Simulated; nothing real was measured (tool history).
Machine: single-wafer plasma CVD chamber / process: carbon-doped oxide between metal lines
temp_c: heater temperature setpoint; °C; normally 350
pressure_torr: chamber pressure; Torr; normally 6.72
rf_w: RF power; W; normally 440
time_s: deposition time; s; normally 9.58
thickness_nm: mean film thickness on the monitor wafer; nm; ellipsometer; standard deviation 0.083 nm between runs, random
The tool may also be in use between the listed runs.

run	hour	temp_c	pressure_torr	rf_w	time_s	wafers since the last listed run	hours since the last thermocouple change	hours since the last RF generator calibration	hours since the last manometer calibration	hours since the showerhead was replaced	hours since the gauge calibration	read-back reference wafer on the same gauge, thickness_nm	thickness_nm
1	0.0	346	6.72	440	9.58	0	733.5	2439.4	2032.3	3851.6	112.9	55.208	46.127
2	24.1	350	6.72	440	9.58	422	757.6	2463.5	2056.4	3875.7	137.0	55.229	45.491
3	41.2	350	6.72	440	10.43	299	774.7	2480.6	2073.5	3892.8	154.1	55.208	49.525
4	71.4	350	6.72	440	10.43	529	804.9	2510.8	2103.7	3923.0	184.3	55.228	49.663
5	104.3	350	6.72	440	9.58	576	837.8	2543.7	2136.6	3955.9	217.2	55.206	45.506
6	128.4	350	6.72	375	9.58	422	861.9	2567.8	2160.7	3980.0	241.3	55.193	41.802
7	154.3	350	6.72	375	9.58	453	887.8	2593.7	2186.6	4005.9	267.2	55.213	41.702
8	166.5	350	6.72	375	9.58	213	900.0	2605.9	2198.8	4018.1	279.4	55.217	41.814
# hour 177.7: showerhead replaced
# hour 203.4: thermocouple changed; heater temperature recalibrated
# hour 212.8: gauge calibrated
# hour 223.6: capacitance manometer re-zeroed and calibrated
9	236.1	350	5.77	440	11.12	799	32.7	2675.5	12.5	58.4	23.3	55.201	52.073
10	266.8	350	6.72	440	9.58	537	63.4	2706.2	43.2	89.1	54.0	55.169	46.030
# hour 290.4: RF generator calibrated
11	297.3	346	6.72	440	10.35	394	93.9	6.9	73.7	119.6	84.5	55.190	49.999
12	326.3	364	6.72	470	9.58	508	122.9	35.9	102.7	148.6	113.5	55.178	45.696
13	356.8	350	6.72	440	10.43	534	153.4	66.4	133.2	179.1	144.0	55.162	49.912
14	379.4	344	6.72	465	7.78	396	176.0	89.0	155.8	201.7	166.6	55.218	39.255
15	411.8	358	7.66	440	10.24	567	208.4	121.4	188.2	234.1	199.0	55.187	48.456
16	484.0	338	5.12	440	9.58	1265	280.6	193.6	260.4	306.3	271.2	55.216	45.975

Measured less the same run without the tool's hidden state. The same run-to-run variation is in both; the gauge's scatter may not be:
Hidden conditions of the tool in this case: wafer temperature above the value expected at the setpoint (K); delivered RF power above the setpoint (%); true pressure above the setpoint (%); gauge reads high (%).
run	thickness_nm
1	-0.491
2	-0.478
3	-0.547
4	-0.597
5	-0.598
6	-0.584
7	-0.621
8	-0.641
9	-0.180
10	-0.162
11	-0.196
12	-0.152
13	-0.196
14	-0.175
15	-0.203
16	-0.279

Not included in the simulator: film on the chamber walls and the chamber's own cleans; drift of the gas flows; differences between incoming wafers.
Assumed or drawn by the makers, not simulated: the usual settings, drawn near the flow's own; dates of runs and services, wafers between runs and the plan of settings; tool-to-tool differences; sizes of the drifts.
